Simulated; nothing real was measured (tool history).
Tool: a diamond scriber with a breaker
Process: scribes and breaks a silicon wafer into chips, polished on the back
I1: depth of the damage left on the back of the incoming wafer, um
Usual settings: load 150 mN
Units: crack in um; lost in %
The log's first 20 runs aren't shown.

{"run": 21, "hour": 481.5, "load": 150, "I1": 0.05, "crack": 12.2, "lost": 0.51}
{"run": 22, "hour": 514.1, "load": 126, "I1": 0.01, "crack": 11.41, "lost": 1.25}
{"run": 23, "hour": 543.3, "load": 150, "I1": 0.05, "crack": 12.4, "lost": 0.62}
{"run": 24, "hour": 578.2, "load": 128, "I1": 0.02, "crack": 11.53, "lost": 1.1}
{"run": 25, "hour": 598.9, "load": 131, "I1": 0.05, "crack": 11.42, "lost": 0.9}
{"run": 26, "hour": 631.2, "load": 186, "I1": 0.04, "crack": 13.75, "lost": 1.96}
{"run": 27, "hour": 662.7, "load": 136, "I1": 0.05, "crack": 11.51, "lost": 0.79}
{"run": 28, "hour": 696.4, "load": 150, "I1": 0.04, "crack": 12.27, "lost": 0.6}
{"run": 29, "hour": 730.0, "load": 116, "I1": 0.04, "crack": 10.86, "lost": 2.12}
{"run": 30, "hour": 754.9, "load": 125, "I1": 0.04, "crack": 11.46, "lost": 1.51}
{"run": 31, "hour": 771.5, "load": 118, "I1": 0.05, "crack": 11.0, "lost": 2.06}
{"run": 32, "hour": 789.3, "load": 138, "I1": 0.05, "crack": 11.59, "lost": 0.76}
{"run": 33, "hour": 804.9, "load": 164, "I1": 0.04, "crack": 12.57, "lost": 0.8}
{"run": 34, "hour": 832.5, "load": 188, "I1": 0.03, "crack": 13.49, "lost": 1.85}

4 ways to go on from here, each from the tool as it stands after run 34. What would each give?
{"run": "A", "hour": 833.1, "load": 115, "I1": 0.02, "crack": "?", "lost": "?"}
{"run": "B", "hour": 833.1, "load": 121, "I1": 0.02, "crack": "?", "lost": "?"}
{"run": "C", "hour": 833.1, "load": 193, "I1": 0.02, "crack": "?", "lost": "?"}
{"run": "D", "hour": 833.1, "load": 185, "I1": 0.02, "crack": "?", "lost": "?"}

run=A crack=10.78 lost=2.55
run=B crack=11.03 lost=1.94
run=C crack=13.81 lost=2.06
run=D crack=13.52 lost=1.56
Without the tool's hidden state the same runs would have given:
run=A crack=10.89 lost=2.26
run=B crack=11.14 lost=1.70
run=C crack=13.95 lost=2.33
run=D crack=13.66 lost=1.78
